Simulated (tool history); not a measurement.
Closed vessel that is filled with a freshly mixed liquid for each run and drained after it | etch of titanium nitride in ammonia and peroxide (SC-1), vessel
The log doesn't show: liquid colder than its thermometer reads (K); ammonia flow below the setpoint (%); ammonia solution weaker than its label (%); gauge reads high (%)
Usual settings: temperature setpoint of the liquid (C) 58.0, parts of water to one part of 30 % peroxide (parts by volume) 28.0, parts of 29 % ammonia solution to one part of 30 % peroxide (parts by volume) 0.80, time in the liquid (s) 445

run	hour	temperature setpoint of the liquid (C)	parts of water to one part of 30 % peroxide (parts by volume)	parts of 29 % ammonia solution to one part of 30 % peroxide (parts by volume)	time in the liquid (s)	wafers since the last listed run	hours since the thermometer was replaced	hours since the ammonia flow meter was replaced	hours since the drum of ammonia solution was connected	hours since the gauge calibration	read-back film thickness of the titanium nitride reference wafer, read on the same gauge (nm)	thickness taken off the titanium nitride on a monitor wafer (angstrom)
1	0.0	58.0	28.0	0.80	445	0	465.7	445.0	540.9	52.9	39.98	224.8
2	17.6	58.0	28.0	0.80	445	1275	483.3	462.6	558.5	70.5	40.01	226.5
3	49.5	58.0	28.0	0.80	445	2311	515.2	494.5	590.4	102.4	39.99	222.5
4	83.2	58.0	32.0	0.80	445	2441	548.9	528.2	624.1	136.1	40.01	204.7
5	96.8	58.0	32.0	0.80	445	985	562.5	541.8	637.7	149.7	40.01	201.6
6	120.7	58.0	32.0	0.80	445	1731	586.4	565.7	661.6	173.6	40.00	201.4
7	145.8	58.0	28.0	0.80	445	1818	611.5	590.8	686.7	198.7	40.00	219.3
8	158.6	58.0	28.0	0.80	445	927	624.3	603.6	699.5	211.5	40.00	217.0
# hour 163.4: ammonia flow meter replaced
9	192.9	55.0	28.0	0.80	445	2412	658.6	29.5	733.8	245.8	40.01	176.3
# hour 207.0: new drum of ammonia solution connected
# hour 207.4: gauge calibrated
10	212.4	58.0	28.0	0.80	445	1340	678.1	49.0	5.4	5.0	40.02	214.2
11	237.5	52.5	22.0	1.00	580	1818	703.2	74.1	30.5	30.1	39.99	230.9
12	272.6	64.0	28.0	0.80	200	2543	738.3	109.2	65.6	65.2	39.99	142.3
# hour 302.0: thermometer replaced
13	304.2	50.5	23.0	0.95	580	2216	2.2	140.8	97.2	96.8	40.01	215.8
14	331.0	58.0	28.0	0.80	445	1941	29.0	167.6	124.0	123.6	40.02	240.1
15	351.5	58.0	28.0	0.70	205	1485	49.5	188.1	144.5	144.1	39.99	108.4
16	383.5	54.0	28.0	0.60	200	2318	81.5	220.1	176.5	176.1	40.02	78.3
17	409.3	55.0	33.5	0.80	650	1869	107.3	245.9	202.3	201.9	40.01	256.4
18	435.1	58.0	35.5	1.15	445	1869	133.1	271.7	228.1	227.7	39.98	224.7
19	470.7	64.0	28.0	0.80	445	2579	168.7	307.3	263.7	263.3	40.01	345.6
20	488.8	58.0	28.0	0.45	610	1311	186.8	325.4	281.8	281.4	40.00	287.7
# hour 501.0: gauge calibrated
21	509.9	58.0	28.0	0.80	445	1528	207.9	346.5	302.9	8.9	40.00	233.1

5 ways to go on from here, each from the tool as it stands after run 21. What would each give?
A	510.7	58.0	28.0	0.80	560	57	208.7	347.3	303.7	9.7	?	?
B	510.7	58.0	41.0	1.20	680	57	208.7	347.3	303.7	9.7	?	?
C	510.7	63.5	28.0	0.80	445	57	208.7	347.3	303.7	9.7	?	?
D	510.7	65.5	21.5	1.15	275	57	208.7	347.3	303.7	9.7	?	?
E	510.7	58.0	17.0	1.10	705	57	208.7	347.3	303.7	9.7	?	?

run	read-back film thickness of the titanium nitride reference wafer, read on the same gauge (nm)	thickness taken off the titanium nitride on a monitor wafer (angstrom)
A	39.99	292.1
B	39.99	307.8
C	39.99	332.8
D	39.99	288.7
E	39.99	511.8
Without the tool's hidden state the same runs would have given:
run	thickness taken off the titanium nitride on a monitor wafer (angstrom)
A	303.6
B	319.9
C	345.4
D	299.6
E	531.9
